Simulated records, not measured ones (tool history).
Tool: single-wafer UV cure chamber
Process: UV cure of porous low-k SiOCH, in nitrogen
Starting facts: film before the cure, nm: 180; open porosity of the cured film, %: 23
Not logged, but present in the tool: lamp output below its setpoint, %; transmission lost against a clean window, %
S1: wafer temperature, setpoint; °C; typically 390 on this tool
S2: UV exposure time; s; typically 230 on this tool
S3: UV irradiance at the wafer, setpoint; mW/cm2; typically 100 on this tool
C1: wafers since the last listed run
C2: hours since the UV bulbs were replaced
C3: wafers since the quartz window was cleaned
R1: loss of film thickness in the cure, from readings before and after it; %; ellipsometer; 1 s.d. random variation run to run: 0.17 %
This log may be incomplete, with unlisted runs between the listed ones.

run	hour	S1	S2	S3	C1	C2	C3	R1
1	0	390	230	100	0	1565.6	43	12.9
2	44.7	390	230	100	313	1610.3	356	13.276
3	207.6	390	140	100	1140	1773.2	1496	9.985
4	257.3	390	230	118	348	1822.9	1844	13.28
# hour 274.2: quartz window cleaned
5	289.3	390	230	118	168	1854.9	105	13.782
6	315.2	390	230	100	181	1880.8	287	12.765
7	376.6	390	230	70	429	1942.2	717	10.678
8	401.4	390	230	70	173	1967	890	10.661
9	463	390	230	70	431	2028.6	1322	10.655
10	532	390	230	100	483	2097.6	1805	12.116
# hour 543.6: quartz window cleaned
11	574.2	380	230	134	239	2139.8	214	14.106
12	725.9	390	285	83	1062	2291.5	1276	12.497
13	797.8	400	230	111	503	2363.4	1780	12.703
# hour 818.8: quartz window cleaned
14	865	390	230	100	414	2430.6	323	13.083
15	915.6	384	95	119	354	2481.2	678	9.21
# hour 929.5: UV bulbs replaced
# hour 1048.8: quartz window cleaned
16	1090.5	390	230	100	1112	161	291	12.684
17	1157	384	230	100	465	227.5	757	12.714

Expected results for the next run?
18	1192.4	401	305	62	247	262.9	1005	?

R1: 11.658 %
The same run, on a tool lacking any hidden state, would have yielded R1 12.23 %.
